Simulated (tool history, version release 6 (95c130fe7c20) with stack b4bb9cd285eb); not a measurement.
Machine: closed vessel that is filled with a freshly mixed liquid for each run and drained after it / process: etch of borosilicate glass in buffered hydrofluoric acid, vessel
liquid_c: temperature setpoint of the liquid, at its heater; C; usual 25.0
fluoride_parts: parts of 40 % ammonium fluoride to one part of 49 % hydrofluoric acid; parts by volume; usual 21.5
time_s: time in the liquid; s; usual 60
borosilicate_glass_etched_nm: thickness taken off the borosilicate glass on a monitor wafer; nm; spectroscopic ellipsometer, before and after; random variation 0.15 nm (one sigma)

run    hour  liquid_c  fluoride_parts  time_s  read-back film thickness of the borosilicate glass reference wafer, read on the same gauge (nm)  borosilicate_glass_etched_nm
  1     0.0      25.0            21.5      60                                                                                           100.02                         37.80
       69.2  -- thermometer replaced
       81.5  -- gauge calibrated
  2   199.7      25.0            17.5      60                                                                                           100.03                         45.85
  3   298.5      25.0            17.5      60                                                                                           100.00                         45.19
  4   358.2      25.0            17.5      60                                                                                           100.00                         45.46
  5   432.7      25.0            21.5      60                                                                                            99.97                         37.90
  6   491.6      25.0            21.5      60                                                                                            99.98                         37.49
  7   564.7      25.0            21.5      60                                                                                           100.02                         37.43
  8   659.6      25.0            21.5      60                                                                                           100.00                         37.28
  9   744.4      25.0            21.5      60                                                                                            99.99                         37.22
 10   788.5      21.5            21.5      60                                                                                           100.02                         30.54
      986.8  -- thermometer replaced
 11  1043.0      25.0            21.5      80                                                                                           100.00                         50.37
 12  1131.6      25.0            21.5      60                                                                                           100.00                         37.34
 13  1177.2      27.5            14.5      30                                                                                            99.98                         30.17
     1182.0  -- gauge calibrated
 14  1272.2      23.5            18.5      85                                                                                            99.99                         53.73
     1279.0  -- hydrofluoric acid flow meter replaced
 15  1344.8      25.0            21.5      60                                                                                           100.01                         37.89
 16  1403.6      25.0            17.0      60                                                                                           100.00                         46.79
 17  1467.7      29.5            25.0      30                                                                                           100.01                         21.51
 18  1552.6      25.0            15.0      30                                                                                           100.01                         26.15
 19  1611.5      21.0            25.0      95                                                                                           100.01                         42.99
 20  1715.3      26.5            14.5      40                                                                                           100.00                         38.41

Forecast each of these 5 alternatives for the next run:
  A  1716.0      25.0            21.5      60                                                                                                ?                             ?
  B  1716.0      25.0            16.5      75                                                                                                ?                             ?
  C  1716.0      25.0            21.5      45                                                                                                ?                             ?
  D  1716.0      28.0            19.0      60                                                                                                ?                             ?
  E  1716.0      23.5            15.0      70                                                                                                ?                             ?

run  read-back film thickness of the borosilicate glass reference wafer, read on the same gauge (nm)  borosilicate_glass_etched_nm
  A                                                                                           100.01                         37.03
  B                                                                                           100.01                         58.38
  C                                                                                           100.01                         27.77
  D                                                                                           100.01                         47.64
  E                                                                                           100.01                         55.25
With the hidden condition removed and each run's random variation left untouched, the same runs would have given:
run  borosilicate_glass_etched_nm
  A                         38.69
  B                         61.52
  C                         29.02
  D                         50.18
  E                         58.23

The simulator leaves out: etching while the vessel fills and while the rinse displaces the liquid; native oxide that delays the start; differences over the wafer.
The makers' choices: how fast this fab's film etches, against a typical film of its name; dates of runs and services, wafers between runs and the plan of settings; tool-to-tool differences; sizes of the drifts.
